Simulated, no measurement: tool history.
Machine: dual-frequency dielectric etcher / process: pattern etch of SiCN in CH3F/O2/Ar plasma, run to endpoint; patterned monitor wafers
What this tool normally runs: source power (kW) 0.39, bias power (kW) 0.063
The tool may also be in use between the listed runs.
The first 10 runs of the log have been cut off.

run	hour	source power (kW)	bias power (kW)	wafers since the last listed run	hours since the last wet clean	hours since the last source power generator calibration	hours since the last bias power generator calibration	hours since the last upper electrode change	incoming incoming film thickness, nm	endpoint time (s)
11	405.7	0.39	0.063	748	245.2	2885.2	1211.2	4575.5	9.45	26.2
12	465.9	0.39	0.063	1091	305.4	2945.4	1271.4	4635.7	9.37	25.9
13	497.2	0.39	0.063	567	336.7	2976.7	1302.7	4667	9.36	26
# hour 546.2: source power generator calibrated
# hour 565.1: wet clean of the chamber
14	565.6	0.39	0.074	823	0.5	19.4	1371.1	4735.4	9.36	25.1
# hour 604.6: bias power generator calibrated
15	609.3	0.45	0.063	719	44.2	63.1	4.7	4779.1	9.35	24.8
16	640.4	0.39	0.063	563	75.3	94.2	35.8	4810.2	9.41	27.1
17	696.1	0.39	0.063	1009	131	149.9	91.5	4865.9	9.38	27
18	725.6	0.42	0.047	534	160.5	179.4	121	4895.4	9.37	29.2
19	769.4	0.36	0.054	793	204.3	223.2	164.8	4939.2	9.35	29.6
# hour 818.1: wet clean of the chamber, repeated, since the last time left the tool worse
20	818.6	0.39	0.063	456	0.5	272.4	214	4988.4	9.45	26
21	860.1	0.49	0.077	752	42	313.9	255.5	5029.9	9.45	21.6
22	901.7	0.46	0.077	753	83.6	355.5	297.1	5071.5	9.36	22
# hour 928.3: upper electrode replaced
23	928.8	0.34	0.063	56	110.7	382.6	324.2	0.5	9.33	27.6
24	956.8	0.39	0.055	507	138.7	410.6	352.2	28.5	9.42	27.4
25	997	0.33	0.047	728	178.9	450.8	392.4	68.7	9.41	31.8
26	1049.3	0.34	0.078	947	231.2	503.1	444.7	121	9.4	25.8
27	1100.6	0.39	0.063	929	282.5	554.4	496	172.3	9.43	26.6
28	1157.4	0.39	0.077	1029	339.3	611.2	552.8	229.1	9.47	24.7
29	1186.3	0.29	0.077	523	368.2	640.1	581.7	258	9.32	28.6
30	1217.5	0.39	0.063	565	399.4	671.3	612.9	289.2	9.32	26.3
31	1268.1	0.39	0.076	917	450	721.9	663.5	339.8	9.42	24.8

Here are 4 independent what-if runs from the current tool condition. What would each one return?
A	1268.5	0.39	0.07	7	450.4	722.3	663.9	340.2	9.31	?
B	1268.5	0.31	0.071	7	450.4	722.3	663.9	340.2	9.31	?
C	1268.5	0.33	0.052	7	450.4	722.3	663.9	340.2	9.31	?
D	1268.5	0.44	0.054	7	450.4	722.3	663.9	340.2	9.31	?

run	endpoint time (s)
A	25.3
B	28.4
C	30.7
D	26.1
What these runs would have given with no unlogged condition in the tool:
run	endpoint time (s)
A	24.6
B	27.6
C	30
D	25.4

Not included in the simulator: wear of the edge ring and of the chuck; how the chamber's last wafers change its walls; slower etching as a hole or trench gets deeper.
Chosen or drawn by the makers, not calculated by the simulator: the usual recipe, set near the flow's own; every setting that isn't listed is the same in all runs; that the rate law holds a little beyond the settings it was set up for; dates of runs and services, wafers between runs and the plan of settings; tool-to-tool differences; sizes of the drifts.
